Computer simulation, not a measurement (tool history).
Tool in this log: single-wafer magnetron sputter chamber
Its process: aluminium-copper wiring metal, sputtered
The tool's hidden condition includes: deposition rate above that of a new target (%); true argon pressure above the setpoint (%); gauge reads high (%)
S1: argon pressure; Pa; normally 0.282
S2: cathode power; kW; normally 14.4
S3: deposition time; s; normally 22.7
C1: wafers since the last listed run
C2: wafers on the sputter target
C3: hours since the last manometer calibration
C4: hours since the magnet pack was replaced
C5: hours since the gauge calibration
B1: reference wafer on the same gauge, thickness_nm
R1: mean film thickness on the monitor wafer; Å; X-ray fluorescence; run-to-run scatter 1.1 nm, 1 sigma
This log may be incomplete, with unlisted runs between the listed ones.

{"run": 1, "day": 0.0, "S1": 0.282, "S2": 12.95, "S3": 22.7, "C1": 0, "C2": 1826, "C3": 2066.8, "C4": 3374.8, "C5": 31.8, "B1": 618.807, "R1": 4939.12}
{"run": 2, "day": 1.633, "S1": 0.198, "S2": 14.4, "S3": 25.8, "C1": 626, "C2": 2452, "C3": 2106, "C4": 3414, "C5": 71, "B1": 619.14, "R1": 6272.98}
{"day": 2.542, "done": "sputter target and shields replaced"}
{"run": 3, "day": 2.912, "S1": 0.198, "S2": 14.4, "S3": 25.8, "C1": 362, "C2": 142, "C3": 2136.7, "C4": 3444.7, "C5": 101.7, "B1": 619.158, "R1": 6268.68}
{"run": 4, "day": 5.067, "S1": 0.282, "S2": 14.4, "S3": 22.7, "C1": 825, "C2": 968, "C3": 2188.4, "C4": 3496.4, "C5": 153.4, "B1": 619.083, "R1": 5285.25}
{"run": 5, "day": 6.108, "S1": 0.282, "S2": 14.4, "S3": 22.7, "C1": 399, "C2": 1367, "C3": 2213.4, "C4": 3521.4, "C5": 178.4, "B1": 618.755, "R1": 5310.04}
{"run": 6, "day": 8.154, "S1": 0.282, "S2": 14.4, "S3": 22.7, "C1": 784, "C2": 2152, "C3": 2262.5, "C4": 3570.5, "C5": 227.5, "B1": 618.752, "R1": 5298.6}
{"day": 9.992, "done": "sputter target and shields replaced"}
{"run": 7, "day": 10.017, "S1": 0.282, "S2": 14.4, "S3": 22.7, "C1": 586, "C2": 8, "C3": 2307.2, "C4": 3615.2, "C5": 272.2, "B1": 619.062, "R1": 5285.1}
{"run": 8, "day": 11.979, "S1": 0.282, "S2": 14.4, "S3": 22.7, "C1": 752, "C2": 761, "C3": 2354.3, "C4": 3662.3, "C5": 319.3, "B1": 618.961, "R1": 5293.3}
{"run": 9, "day": 13.633, "S1": 0.282, "S2": 14.4, "S3": 22.7, "C1": 634, "C2": 1395, "C3": 2394, "C4": 3702, "C5": 359, "B1": 619.199, "R1": 5289.94}
{"day": 15.521, "done": "capacitance manometer re-zeroed and calibrated"}
{"run": 10, "day": 16.104, "S1": 0.179, "S2": 11.5, "S3": 22.7, "C1": 819, "C2": 2214, "C3": 14, "C4": 3761.3, "C5": 418.3, "B1": 619.244, "R1": 4874.02}
{"day": 16.667, "done": "sputter target and shields replaced"}
{"run": 11, "day": 18.621, "S1": 0.226, "S2": 11.65, "S3": 21.5, "C1": 836, "C2": 749, "C3": 74.4, "C4": 3821.7, "C5": 478.7, "B1": 619.164, "R1": 4503.78}
{"day": 20.45, "done": "magnet pack replaced"}
{"run": 12, "day": 20.942, "S1": 0.219, "S2": 15.55, "S3": 26.3, "C1": 761, "C2": 1511, "C3": 130.1, "C4": 11.8, "C5": 534.4, "B1": 618.761, "R1": 6632.5}
{"run": 13, "day": 22.079, "S1": 0.282, "S2": 14.4, "S3": 22.7, "C1": 436, "C2": 1947, "C3": 157.4, "C4": 39.1, "C5": 561.7, "B1": 618.787, "R1": 5305.43}
{"run": 14, "day": 23.317, "S1": 0.198, "S2": 14.4, "S3": 25.8, "C1": 474, "C2": 2421, "C3": 187.1, "C4": 68.8, "C5": 591.4, "B1": 619.075, "R1": 6268.89}
{"day": 23.696, "done": "sputter target and shields replaced"}
{"day": 23.733, "done": "gauge calibrated"}
{"run": 15, "day": 26.112, "S1": 0.282, "S2": 14.4, "S3": 22.7, "C1": 943, "C2": 926, "C3": 254.2, "C4": 135.9, "C5": 57.1, "B1": 619.283, "R1": 5285.81}
{"run": 16, "day": 28.625, "S1": 0.208, "S2": 15.95, "S3": 22.7, "C1": 963, "C2": 1889, "C3": 314.5, "C4": 196.2, "C5": 117.4, "B1": 619.159, "R1": 5857.12}
{"run": 17, "day": 30.429, "S1": 0.355, "S2": 15.35, "S3": 20.3, "C1": 691, "C2": 2581, "C3": 357.8, "C4": 239.5, "C5": 160.7, "B1": 618.964, "R1": 4737.01}
{"day": 31.475, "done": "sputter target and shields replaced"}
{"run": 18, "day": 32.492, "S1": 0.282, "S2": 14.4, "S3": 22.7, "C1": 662, "C2": 390, "C3": 407.3, "C4": 289, "C5": 210.2, "B1": 619.178, "R1": 5301.42}
{"run": 19, "day": 34.212, "S1": 0.322, "S2": 12.8, "S3": 19.2, "C1": 659, "C2": 1049, "C3": 448.6, "C4": 330.3, "C5": 251.5, "B1": 619.166, "R1": 4068.93}

Predict each of these 3 candidate next runs independently; none follows another, all start after run 19:
{"run": "A", "day": 34.229, "S1": 0.282, "S2": 14.4, "S3": 22.7, "C1": 6, "C2": 1056, "C3": 449, "C4": 330.7, "C5": 251.9, "B1": "?", "R1": "?"}
{"run": "B", "day": 34.229, "S1": 0.282, "S2": 16.8, "S3": 22.7, "C1": 6, "C2": 1056, "C3": 449, "C4": 330.7, "C5": 251.9, "B1": "?", "R1": "?"}
{"run": "C", "day": 34.229, "S1": 0.341, "S2": 11.55, "S3": 18.5, "C1": 6, "C2": 1056, "C3": 449, "C4": 330.7, "C5": 251.9, "B1": "?", "R1": "?"}

run=A B1=618.447 R1=5287.09
run=B B1=618.447 R1=5845.95
run=C B1=618.447 R1=3661.5
The same runs, with their run-to-run variation unchanged, on a tool lacking any hidden condition would have given:
run=A R1=5287.09
run=B R1=5845.95
run=C R1=3661.5

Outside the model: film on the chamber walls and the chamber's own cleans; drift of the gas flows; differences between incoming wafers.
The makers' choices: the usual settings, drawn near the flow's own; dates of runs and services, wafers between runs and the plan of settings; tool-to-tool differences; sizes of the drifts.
